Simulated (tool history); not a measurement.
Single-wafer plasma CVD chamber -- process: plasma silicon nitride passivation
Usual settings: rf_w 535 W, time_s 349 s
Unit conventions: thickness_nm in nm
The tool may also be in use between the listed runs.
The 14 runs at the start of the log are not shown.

| run | hour | rf_w | time_s | wafers since the last listed run | hours since the last RF generator calibration | hours since the showerhead was replaced | hours since the gauge calibration | read-back reference wafer on the same gauge, thickness_nm | thickness_nm |
|---|---|---|---|---|---|---|---|---|---|
| 15 | 938.1 | 535 | 349 | 268 | 172.5 | 5092.6 | 1741.3 | 610.036 | 533.513 |
| 16 | 1017.7 | 535 | 349 | 579 | 252.1 | 5172.2 | 1820.9 | 610.19 | 533.654 |
| 17 | 1075.5 | 535 | 349 | 421 | 309.9 | 5230 | 1878.7 | 609.918 | 536.461 |
| 18 | 1182.1 | 535 | 349 | 776 | 416.5 | 5336.6 | 1985.3 | 610.162 | 530.101 |
| 19 | 1287.9 | 450 | 380 | 770 | 522.3 | 5442.4 | 2091.1 | 610.202 | 540.78 |
|  | 1485.9 | gauge calibrated |
|  | 1500 | showerhead replaced |
| 20 | 1606.7 | 610 | 295 | 2263 | 841.1 | 106.7 | 120.8 | 610.088 | 465.942 |
| 21 | 1672.3 | 580 | 370 | 477 | 906.7 | 172.3 | 186.4 | 610.322 | 571.729 |
| 22 | 1712.6 | 455 | 415 | 293 | 947 | 212.6 | 226.7 | 610.169 | 576.229 |
| 23 | 1758.5 | 535 | 286 | 334 | 992.9 | 258.5 | 272.6 | 610.266 | 426.647 |
|  | 1811.9 | RF generator calibrated |
| 24 | 1812.4 | 495 | 301 | 334 | 0.5 | 312.4 | 326.5 | 610.145 | 446.355 |
| 25 | 1896.8 | 535 | 315 | 614 | 84.9 | 396.8 | 410.9 | 609.568 | 484.258 |

Predict the results of run 26:
| 26 | 1991.9 | 465 | 349 | 692 | 180 | 491.9 | 506 | ? | ? |

Run 26 came out at read-back reference wafer on the same gauge, thickness_nm 610.232, thickness_nm 501.966 nm.
With the hidden condition absent and the run-to-run variation left alone, this run would have shown thickness_nm 504.584 nm.
